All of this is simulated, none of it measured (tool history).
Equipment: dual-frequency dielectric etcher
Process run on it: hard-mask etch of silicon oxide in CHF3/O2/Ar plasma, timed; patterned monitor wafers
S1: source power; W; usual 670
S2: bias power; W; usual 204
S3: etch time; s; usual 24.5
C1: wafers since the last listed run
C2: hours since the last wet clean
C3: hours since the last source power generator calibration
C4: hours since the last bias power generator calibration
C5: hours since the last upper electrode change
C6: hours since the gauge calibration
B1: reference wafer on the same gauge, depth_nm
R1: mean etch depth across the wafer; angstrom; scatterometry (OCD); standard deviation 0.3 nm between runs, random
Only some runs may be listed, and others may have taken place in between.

run     day   S1   S2    S3   C1     C2      C3      C4      C5     C6    B1   R1
  1       0  670  204    30    0  255.8   882.5    3712  4637.7  146.6  51.1  757
  2   1.092  670  204    30  213    282   908.7  3738.2  4663.9  172.8    51  756
  3       2  670  204    30  177  303.8   930.5    3760  4685.7  194.6  51.1  748
  4   2.958  730  167  24.5  187  326.8   953.5    3783  4708.7  217.6    51  587
  5   6.325  670  204  24.5  658  407.6  1034.3  3863.8  4789.5  298.4  51.2  624
      7.367  -- upper electrode replaced
  6   7.388  670  204  24.5   12  433.1  1059.8  3889.3     0.5  323.9  51.2  617
  7   7.496  670  204  24.5   21  435.7  1062.4  3891.9     3.1  326.5  51.1  621
  8   8.096  670  180  24.5  117  450.1  1076.8  3906.3    17.5  340.9  51.1  584
  9    9.35  670  180  24.5  245  480.2  1106.9  3936.4    47.6    371  51.1  582
     10.954  -- wet clean of the chamber
 10  10.975  670  180  24.5  122    0.5  1145.9  3975.4    86.6    410  51.1  533
 11  11.229  670  240  24.5   49    6.6    1152  3981.5    92.7  416.1  51.2  619
 12  12.325  670  240  24.5  214   32.9  1178.3  4007.8     119  442.4  51.1  616
 13  13.075  520  175    20  146   50.9  1196.3  4025.8     137  460.4    51  375
 14  13.804  670  204  24.5  142   68.4  1213.8  4043.3   154.5  477.9  51.1  576
 15  14.625  670  204    30  160   88.1  1233.5    4063   174.2  497.6    51  706
     16.067  -- wet clean of the chamber, repeated, since the last time left the tool worse
 16  16.117  670  204  24.5   96    1.2  1269.3  4098.8     210  533.4  51.1  606
 17  16.679  830  204    19  109   14.7  1282.8  4112.3   223.5  546.9  51.1  521
 18  18.129  670  204  24.5  283   49.5  1317.6  4147.1   258.3  581.7  51.1  606
 19  19.233  720  204  24.5  215     76  1344.1  4173.6   284.8  608.2  51.1  637
     20.538  -- bias power generator calibrated
 20  20.558  670  187  31.5  226  107.8  1375.9     0.5   316.6    640  51.2  751
     21.725  -- source power generator calibrated
     22.429  -- gauge calibrated
 21  24.029  730  204  29.5  645  191.1    55.3    83.8   399.9   38.4  51.2  773
 22  24.729  670  204  24.5  136  207.9    72.1   100.6   416.7   55.2  51.1  616
 23    25.6  600  187  18.5  170  228.8      93   121.5   437.6   76.1  51.2  421
 24  26.308  780  157    32  138  245.8     110   138.5   454.6   93.1  51.1  759
 25  27.129  670  204  24.5  160  265.5   129.7   158.2   474.3  112.8  51.1  616
 26  27.988  520  179    29  167  286.1   150.3   178.8   494.9  133.4  51.1  600
 27  28.846  590  187    29  167  306.7   170.9   199.4   515.5    154  51.1  654
 28  29.408  810  223    22  109  320.2   184.4   212.9     529  167.5  51.1  638
 29  29.975  530  254  18.5  110  333.8     198   226.5   542.6  181.1  51.1  463

What if the next run were any one of these 5? Each begins from the tool's condition after run 29:
  A  29.992  810  204  24.5   3  334.2  198.4  226.9  543  181.5   ?   ?
  B  29.992  570  188    27   3  334.2  198.4  226.9  543  181.5   ?   ?
  C  29.992  670  204    31   3  334.2  198.4  226.9  543  181.5   ?   ?
  D  29.992  800  204  26.5   3  334.2  198.4  226.9  543  181.5   ?   ?
  E  29.992  670  204    20   3  334.2  198.4  226.9  543  181.5   ?   ?

run  B1   R1
  A  51  680
  B  51  600
  C  51  782
  D  51  731
  E  51  505
Stripped of hidden state, with their random variation kept, the same runs would have yielded:
run   R1
  A  663
  B  585
  C  762
  D  713
  E  492
